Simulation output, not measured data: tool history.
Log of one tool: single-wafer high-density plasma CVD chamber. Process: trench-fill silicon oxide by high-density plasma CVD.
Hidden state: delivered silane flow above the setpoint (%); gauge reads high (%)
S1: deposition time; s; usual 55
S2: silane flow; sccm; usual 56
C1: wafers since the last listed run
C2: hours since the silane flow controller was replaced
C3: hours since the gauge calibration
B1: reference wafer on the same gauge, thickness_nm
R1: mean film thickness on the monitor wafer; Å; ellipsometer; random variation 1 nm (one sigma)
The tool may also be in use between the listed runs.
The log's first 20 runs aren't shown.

| run | day | S1 | S2 | C1 | C2 | C3 | B1 | R1 |
|---|---|---|---|---|---|---|---|---|
| 21 | 60.712 | 55 | 56 | 321 | 221.6 | 595.6 | 277.037 | 3403.07 |
| 22 | 63.483 | 48.6 | 48 | 626 | 288.1 | 662.1 | 276.886 | 2579.94 |
| 23 | 65.962 | 55 | 56 | 560 | 347.6 | 721.6 | 277.012 | 3416.53 |
| 24 | 67.288 | 55 | 47 | 299 | 379.4 | 753.4 | 277.139 | 2869.13 |
| 25 | 69.967 | 64.9 | 65 | 605 | 443.7 | 817.7 | 277.042 | 4725.53 |
| 26 | 72.133 | 51.1 | 52 | 489 | 495.7 | 869.7 | 276.998 | 2966.94 |
| 27 | 74.042 | 55 | 56 | 431 | 541.5 | 915.5 | 277.158 | 3433.75 |
|  | 76.617 | silane flow controller replaced, repeated, since the last time left the tool worse |
| 28 | 78.996 | 45.2 | 52 | 1044 | 57.1 | 1034.4 | 276.913 | 2417.48 |
| 29 | 80.942 | 47.1 | 56 | 440 | 103.8 | 1081.1 | 277.095 | 2729.65 |
| 30 | 83.521 | 55 | 46 | 583 | 165.7 | 1143 | 277.147 | 2631.49 |
| 31 | 85.2 | 64.5 | 53 | 379 | 206 | 1183.3 | 276.817 | 3536.08 |
| 32 | 86.921 | 55 | 56 | 389 | 247.3 | 1224.6 | 276.891 | 3203.63 |
| 33 | 88.408 | 63.3 | 60 | 336 | 283 | 1260.3 | 277.21 | 3964.98 |
| 34 | 94.021 | 60.3 | 59 | 1269 | 417.7 | 1395 | 276.781 | 3701.07 |
| 35 | 95.454 | 55 | 56 | 324 | 452.1 | 1429.4 | 277.259 | 3230.28 |
| 36 | 97.033 | 55 | 56 | 357 | 490 | 1467.3 | 276.633 | 3237.97 |
|  | 102.829 | gauge calibrated |
| 37 | 102.996 | 47.6 | 56 | 1348 | 633.1 | 4 | 277.15 | 2799.89 |
| 38 | 109.158 | 58.4 | 46 | 1393 | 781 | 151.9 | 276.724 | 2804.28 |

3 ways to go on from here, each from the tool as it stands after run 38. What would each give?
| A | 109.175 | 55 | 50 | 3 | 781.4 | 152.3 | ? | ? |
| B | 109.175 | 48.7 | 46 | 3 | 781.4 | 152.3 | ? | ? |
| C | 109.175 | 62.1 | 56 | 3 | 781.4 | 152.3 | ? | ? |

| run | B1 | R1 |
|---|---|---|
| A | 277.167 | 2883.22 |
| B | 277.167 | 2348.72 |
| C | 277.167 | 3646.07 |
Without the tool's hidden state the same runs would have given:
| run | R1 |
|---|---|
| A | 2845.89 |
| B | 2318.31 |
| C | 3598.85 |
